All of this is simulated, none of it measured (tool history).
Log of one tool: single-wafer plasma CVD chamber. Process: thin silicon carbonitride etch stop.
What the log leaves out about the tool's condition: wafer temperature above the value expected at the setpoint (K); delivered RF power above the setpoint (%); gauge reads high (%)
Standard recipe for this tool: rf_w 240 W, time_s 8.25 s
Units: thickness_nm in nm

run,hour,rf_w,time_s,wafers since the last listed run,hours since the last thermocouple change,hours since the last RF generator calibration,hours since the showerhead was replaced,hours since the gauge calibration,"read-back reference wafer on the same gauge, thickness_nm",thickness_nm
1,0,240,8.25,0,377.3,196.3,1839.4,1016.7,4.095,4.466
2,88.9,230,8.25,2864,466.2,285.2,1928.3,1105.6,4.088,4.424
3,169.8,230,8.25,2606,547.1,366.1,2009.2,1186.5,4.087,4.447
4,206.2,240,8.25,1172,583.5,402.5,2045.6,1222.9,4.092,4.424
5,247.2,240,8.25,1321,624.5,443.5,2086.6,1263.9,4.089,4.427
6,342,240,8.25,3054,719.3,538.3,2181.4,1358.7,4.092,4.426
7,416.7,240,8.25,2407,794,613,2256.1,1433.4,4.09,4.431
8,708,240,8.25,9386,1085.3,904.3,2547.4,1724.7,4.086,4.405
9,752.8,240,8.25,1443,1130.1,949.1,2592.2,1769.5,4.091,4.449
10,810.8,240,8.25,1868,1188.1,1007.1,2650.2,1827.5,4.09,4.464
# hour 832: thermocouple changed; heater temperature recalibrated
11,1101.7,225,9.06,9115,269.7,1298,2941.1,2118.4,4.09,4.832
# hour 1140.1: showerhead replaced
12,1192.2,265,8.25,2658,360.2,1388.5,52.1,2208.9,4.093,4.524
13,1248.4,240,8.25,1810,416.4,1444.7,108.3,2265.1,4.097,4.459
14,1340.7,240,8.25,2974,508.7,1537,200.6,2357.4,4.092,4.466
# hour 1389.5: RF generator calibrated
15,1423.3,265,9.59,2403,591.3,33.8,283.2,2440,4.085,5.241
16,1486.7,240,9.18,2042,654.7,97.2,346.6,2503.4,4.09,4.93
17,1564.9,220,9.69,2519,732.9,175.4,424.8,2581.6,4.087,5.14
18,1649.4,270,7.82,2722,817.4,259.9,509.3,2666.1,4.091,4.325
19,1735.5,240,9.41,2774,903.5,346,595.4,2752.2,4.092,5.101
20,1784.2,285,8.77,1569,952.2,394.7,644.1,2800.9,4.091,4.909
21,1864.2,240,8.25,2577,1032.2,474.7,724.1,2880.9,4.094,4.414
22,1925.5,255,8.25,1975,1093.5,536,785.4,2942.2,4.09,4.501
# hour 1939.9: thermocouple changed; heater temperature recalibrated
# hour 2004.1: gauge calibrated
23,2033,240,9.53,3206,93.1,643.5,892.9,28.9,4.093,5.181
24,2101,200,6.75,2191,161.1,711.5,960.9,96.9,4.088,3.52
25,2171.7,240,8.25,2278,231.8,782.2,1031.6,167.6,4.091,4.406
26,2361.2,195,6.6,6106,421.3,971.7,1221.1,357.1,4.085,3.438
27,2414.9,225,7.63,1730,475,1025.4,1274.8,410.8,4.092,4.066
28,2478.6,240,6.67,2052,538.7,1089.1,1338.5,474.5,4.095,3.562
29,2579.2,240,8.25,3241,639.3,1189.7,1439.1,575.1,4.093,4.427
30,2665.9,270,9.02,2793,726,1276.4,1525.8,661.8,4.089,4.978
31,2711,240,8.25,1453,771.1,1321.5,1570.9,706.9,4.091,4.403
32,2797.6,240,8.25,2790,857.7,1408.1,1657.5,793.5,4.091,4.443
33,2873.1,240,8.25,2432,933.2,1483.6,1733,869,4.093,4.427
34,2981,240,8.25,3476,1041.1,1591.5,1840.9,976.9,4.09,4.471
# hour 2989.1: thermocouple changed; heater temperature recalibrated
35,3041,270,9.08,1675,51.9,1651.5,1900.9,1036.9,4.089,4.975

Run-by-run hidden state of the tool:
wafer temperature above the value expected at the setpoint (K): 0 in every run
delivered RF power above the setpoint (%): 0 in every run
gauge reads high (%): 0 in every run

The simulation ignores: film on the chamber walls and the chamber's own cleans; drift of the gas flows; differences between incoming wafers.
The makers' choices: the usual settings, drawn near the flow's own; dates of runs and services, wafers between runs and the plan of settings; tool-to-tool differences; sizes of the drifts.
